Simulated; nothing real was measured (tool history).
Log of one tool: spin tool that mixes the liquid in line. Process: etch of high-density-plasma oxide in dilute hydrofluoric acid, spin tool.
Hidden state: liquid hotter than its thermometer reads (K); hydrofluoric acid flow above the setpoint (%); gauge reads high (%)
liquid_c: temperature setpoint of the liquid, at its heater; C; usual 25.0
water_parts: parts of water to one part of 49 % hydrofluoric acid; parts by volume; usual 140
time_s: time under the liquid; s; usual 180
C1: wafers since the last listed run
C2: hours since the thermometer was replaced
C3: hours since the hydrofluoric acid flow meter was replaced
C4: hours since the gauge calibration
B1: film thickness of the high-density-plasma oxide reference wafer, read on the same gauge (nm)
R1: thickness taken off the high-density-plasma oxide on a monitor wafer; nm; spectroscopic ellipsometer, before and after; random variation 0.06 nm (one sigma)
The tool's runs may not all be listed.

{"run": 1, "hour": 0.0, "liquid_c": 25.0, "water_parts": 140, "time_s": 180, "C1": 0, "C2": 271.3, "C3": 727.4, "C4": 1532.6, "B1": 80.02, "R1": 6.86}
{"hour": 30.7, "done": "hydrofluoric acid flow meter replaced"}
{"run": 2, "hour": 99.3, "liquid_c": 25.0, "water_parts": 140, "time_s": 180, "C1": 673, "C2": 370.6, "C3": 68.6, "C4": 1631.9, "B1": 79.98, "R1": 6.57}
{"run": 3, "hour": 158.4, "liquid_c": 25.0, "water_parts": 140, "time_s": 180, "C1": 404, "C2": 429.7, "C3": 127.7, "C4": 1691.0, "B1": 80.01, "R1": 6.77}
{"run": 4, "hour": 242.8, "liquid_c": 25.0, "water_parts": 140, "time_s": 180, "C1": 578, "C2": 514.1, "C3": 212.1, "C4": 1775.4, "B1": 80.01, "R1": 6.64}
{"run": 5, "hour": 317.5, "liquid_c": 25.0, "water_parts": 140, "time_s": 235, "C1": 511, "C2": 588.8, "C3": 286.8, "C4": 1850.1, "B1": 80.0, "R1": 8.86}
{"run": 6, "hour": 397.0, "liquid_c": 25.0, "water_parts": 140, "time_s": 180, "C1": 544, "C2": 668.3, "C3": 366.3, "C4": 1929.6, "B1": 79.99, "R1": 6.77}
{"hour": 465.7, "done": "thermometer replaced"}
{"run": 7, "hour": 475.7, "liquid_c": 25.0, "water_parts": 140, "time_s": 180, "C1": 532, "C2": 10.0, "C3": 445.0, "C4": 2008.3, "B1": 80.0, "R1": 6.81}
{"run": 8, "hour": 522.4, "liquid_c": 25.0, "water_parts": 140, "time_s": 180, "C1": 319, "C2": 56.7, "C3": 491.7, "C4": 2055.0, "B1": 80.01, "R1": 6.77}
{"run": 9, "hour": 567.8, "liquid_c": 25.0, "water_parts": 140, "time_s": 180, "C1": 311, "C2": 102.1, "C3": 537.1, "C4": 2100.4, "B1": 80.01, "R1": 6.83}
{"run": 10, "hour": 672.4, "liquid_c": 25.0, "water_parts": 140, "time_s": 120, "C1": 716, "C2": 206.7, "C3": 641.7, "C4": 2205.0, "B1": 80.01, "R1": 4.55}
{"run": 11, "hour": 751.1, "liquid_c": 25.0, "water_parts": 140, "time_s": 120, "C1": 539, "C2": 285.4, "C3": 720.4, "C4": 2283.7, "B1": 80.0, "R1": 4.56}
{"run": 12, "hour": 824.0, "liquid_c": 25.0, "water_parts": 140, "time_s": 120, "C1": 499, "C2": 358.3, "C3": 793.3, "C4": 2356.6, "B1": 79.99, "R1": 4.63}
{"hour": 872.1, "done": "hydrofluoric acid flow meter replaced"}
{"run": 13, "hour": 899.2, "liquid_c": 25.0, "water_parts": 140, "time_s": 180, "C1": 508, "C2": 433.5, "C3": 27.1, "C4": 2431.8, "B1": 80.01, "R1": 6.62}
{"run": 14, "hour": 984.3, "liquid_c": 25.0, "water_parts": 140, "time_s": 180, "C1": 583, "C2": 518.6, "C3": 112.2, "C4": 2516.9, "B1": 80.0, "R1": 6.65}
{"run": 15, "hour": 1039.4, "liquid_c": 25.0, "water_parts": 140, "time_s": 180, "C1": 377, "C2": 573.7, "C3": 167.3, "C4": 2572.0, "B1": 80.01, "R1": 6.77}
{"hour": 1175.7, "done": "thermometer replaced"}
{"run": 16, "hour": 1319.2, "liquid_c": 25.0, "water_parts": 140, "time_s": 180, "C1": 1910, "C2": 143.5, "C3": 447.1, "C4": 2851.8, "B1": 80.0, "R1": 6.92}
{"run": 17, "hour": 1415.2, "liquid_c": 25.0, "water_parts": 140, "time_s": 180, "C1": 657, "C2": 239.5, "C3": 543.1, "C4": 2947.8, "B1": 80.02, "R1": 6.81}
{"run": 18, "hour": 1517.6, "liquid_c": 21.5, "water_parts": 140, "time_s": 115, "C1": 701, "C2": 341.9, "C3": 645.5, "C4": 3050.2, "B1": 80.01, "R1": 3.86}
{"run": 19, "hour": 1586.3, "liquid_c": 25.0, "water_parts": 195, "time_s": 135, "C1": 470, "C2": 410.6, "C3": 714.2, "C4": 3118.9, "B1": 80.0, "R1": 3.53}
{"run": 20, "hour": 1655.0, "liquid_c": 29.0, "water_parts": 140, "time_s": 180, "C1": 470, "C2": 479.3, "C3": 782.9, "C4": 3187.6, "B1": 79.98, "R1": 8.1}
{"hour": 1705.4, "done": "hydrofluoric acid flow meter replaced"}
{"hour": 1718.3, "done": "gauge calibrated"}
{"run": 21, "hour": 1883.0, "liquid_c": 20.0, "water_parts": 205, "time_s": 85, "C1": 1555, "C2": 707.3, "C3": 177.6, "C4": 164.7, "B1": 80.01, "R1": 1.68}
{"run": 22, "hour": 1927.6, "liquid_c": 25.0, "water_parts": 140, "time_s": 180, "C1": 305, "C2": 751.9, "C3": 222.2, "C4": 209.3, "B1": 80.02, "R1": 6.66}
{"hour": 1954.5, "done": "thermometer replaced"}
{"run": 23, "hour": 1964.7, "liquid_c": 25.0, "water_parts": 195, "time_s": 180, "C1": 247, "C2": 10.2, "C3": 259.3, "C4": 246.4, "B1": 79.99, "R1": 4.53}
{"run": 24, "hour": 2066.5, "liquid_c": 25.0, "water_parts": 140, "time_s": 75, "C1": 697, "C2": 112.0, "C3": 361.1, "C4": 348.2, "B1": 79.98, "R1": 2.86}
{"run": 25, "hour": 2157.5, "liquid_c": 25.0, "water_parts": 140, "time_s": 180, "C1": 623, "C2": 203.0, "C3": 452.1, "C4": 439.2, "B1": 79.99, "R1": 6.78}
{"run": 26, "hour": 2246.9, "liquid_c": 28.5, "water_parts": 140, "time_s": 180, "C1": 612, "C2": 292.4, "C3": 541.5, "C4": 528.6, "B1": 79.99, "R1": 7.78}
{"run": 27, "hour": 2313.1, "liquid_c": 25.0, "water_parts": 170, "time_s": 180, "C1": 453, "C2": 358.6, "C3": 607.7, "C4": 594.8, "B1": 79.99, "R1": 5.46}
{"run": 28, "hour": 2362.6, "liquid_c": 25.0, "water_parts": 140, "time_s": 180, "C1": 339, "C2": 408.1, "C3": 657.2, "C4": 644.3, "B1": 80.0, "R1": 6.91}
{"run": 29, "hour": 2440.2, "liquid_c": 25.0, "water_parts": 140, "time_s": 180, "C1": 531, "C2": 485.7, "C3": 734.8, "C4": 721.9, "B1": 79.99, "R1": 6.94}
{"run": 30, "hour": 2491.6, "liquid_c": 21.0, "water_parts": 100, "time_s": 95, "C1": 352, "C2": 537.1, "C3": 786.2, "C4": 773.3, "B1": 79.98, "R1": 4.59}
{"hour": 2533.9, "done": "hydrofluoric acid flow meter replaced"}
{"run": 31, "hour": 2549.2, "liquid_c": 29.5, "water_parts": 105, "time_s": 240, "C1": 387, "C2": 594.7, "C3": 15.3, "C4": 830.9, "B1": 79.99, "R1": 14.91}
{"run": 32, "hour": 2593.8, "liquid_c": 20.0, "water_parts": 120, "time_s": 105, "C1": 305, "C2": 639.3, "C3": 59.9, "C4": 875.5, "B1": 80.01, "R1": 3.84}

The tool's hidden state at each run:
liquid hotter than its thermometer reads (K): 0 in every run
gauge reads high (%): 0 in every run
H1: hydrofluoric acid flow above the setpoint (%)
run=1 H1=3.93
run=2 H1=0.368
run=3 H1=0.675
run=4 H1=1.11
run=5 H1=1.5
run=6 H1=1.91
run=7 H1=2.32
run=8 H1=2.56
run=9 H1=2.8
run=10 H1=3.34
run=11 H1=3.75
run=12 H1=4.13
run=13 H1=0.363
run=14 H1=0.805
run=15 H1=1.09
run=16 H1=2.54
run=17 H1=3.04
run=18 H1=3.57
run=19 H1=3.93
run=20 H1=4.28
run=21 H1=1.45
run=22 H1=1.68
run=23 H1=1.87
run=24 H1=2.4
run=25 H1=2.87
run=26 H1=3.33
run=27 H1=3.68
run=28 H1=3.93
run=29 H1=4.34
run=30 H1=4.6
run=31 H1=0.704
run=32 H1=0.935
